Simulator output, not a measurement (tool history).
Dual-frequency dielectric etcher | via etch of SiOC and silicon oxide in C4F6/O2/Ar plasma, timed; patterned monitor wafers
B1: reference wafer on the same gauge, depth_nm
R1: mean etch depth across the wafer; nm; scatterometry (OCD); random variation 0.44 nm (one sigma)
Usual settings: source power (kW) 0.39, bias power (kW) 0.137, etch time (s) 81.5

Run 1, hour 0: usual settings; B1 98.9. Result: R1 89.7 nm.
Run 2, hour 8: usual settings; B1 99. Result: R1 89.3 nm.
Run 3, hour 25.1: usual settings; B1 99.1. Result: R1 90 nm.
Run 4, hour 42.6: usual settings; B1 99. Result: R1 89.5 nm.
Run 5, hour 52.2: usual settings; B1 99. Result: R1 89.1 nm.
Run 6, hour 62.8: usual settings; B1 98.8. Result: R1 88.9 nm.
At hour 76.5: source power generator calibrated.
Run 7, hour 77: usual settings but etch time (s) 75; B1 99. Result: R1 82.6 nm.
Run 8, hour 84.4: usual settings but etch time (s) 75; B1 99.2. Result: R1 82.1 nm.
Run 9, hour 96.3: usual settings but etch time (s) 75; B1 99.1. Result: R1 81.2 nm.
At hour 100.5: bias power generator calibrated.
Run 10, hour 107.9: usual settings but bias power (kW) 0.118; B1 99.1. Result: R1 84.2 nm.
Run 11, hour 117: usual settings but bias power (kW) 0.11; B1 99.1. Result: R1 82.4 nm.
At hour 157.1: wet clean of the chamber.
Run 12, hour 157.6: usual settings; B1 99.3. Result: R1 93.7 nm.
Run 13, hour 158: usual settings but source power (kW) 0.47; B1 99. Result: R1 99.5 nm.
Run 14, hour 159.5: usual settings but source power (kW) 0.33, bias power (kW) 0.118, etch time (s) 91; B1 99.3. Result: R1 96.8 nm.
At hour 175.8: gauge calibrated.
At hour 185.8: upper electrode replaced.
Run 15, hour 186.3: usual settings but bias power (kW) 0.147; B1 98.9. Result: R1 96.8 nm.
Run 16, hour 186.6: usual settings but source power (kW) 0.29, etch time (s) 103.5; B1 99.1. Result: R1 112 nm.
Run 17, hour 187.9: usual settings but source power (kW) 0.45, etch time (s) 72; B1 99. Result: R1 85.6 nm.
Run 18, hour 197.9: usual settings but source power (kW) 0.48, bias power (kW) 0.112, etch time (s) 103; B1 98.9. Result: R1 117.3 nm.
Run 19, hour 213.4: usual settings but source power (kW) 0.45, bias power (kW) 0.119, etch time (s) 70; B1 99. Result: R1 79.8 nm.
Run 20, hour 221.2: usual settings; B1 99.3. Result: R1 94.2 nm.
Run 21, hour 229: usual settings but source power (kW) 0.34, bias power (kW) 0.151; B1 99.2. Result: R1 94.2 nm.
Run 22, hour 245: usual settings but bias power (kW) 0.164; B1 99.1. Result: R1 99.6 nm.

What the log doesn't show, run by run:
source power that arrives over what is set, %: 0 in every run
bias power that arrives over what is set, %: 0 in every run
gauge reads high (%): 0 in every run
H1: etch rate over this chamber's usual, %
run       H1
  1    -4.91
  2    -4.98
  3    -5.14
  4     -5.3
  5    -5.39
  6    -5.48
  7    -5.61
  8    -5.68
  9    -5.79
 10     -5.9
 11    -5.98
 12    0.294
 13     0.29
 14    0.277
 15   0.0306
 16   0.0279
 17   0.0159
 18  -0.0759
 19   -0.218
 20    -0.29
 21   -0.361
 22   -0.508

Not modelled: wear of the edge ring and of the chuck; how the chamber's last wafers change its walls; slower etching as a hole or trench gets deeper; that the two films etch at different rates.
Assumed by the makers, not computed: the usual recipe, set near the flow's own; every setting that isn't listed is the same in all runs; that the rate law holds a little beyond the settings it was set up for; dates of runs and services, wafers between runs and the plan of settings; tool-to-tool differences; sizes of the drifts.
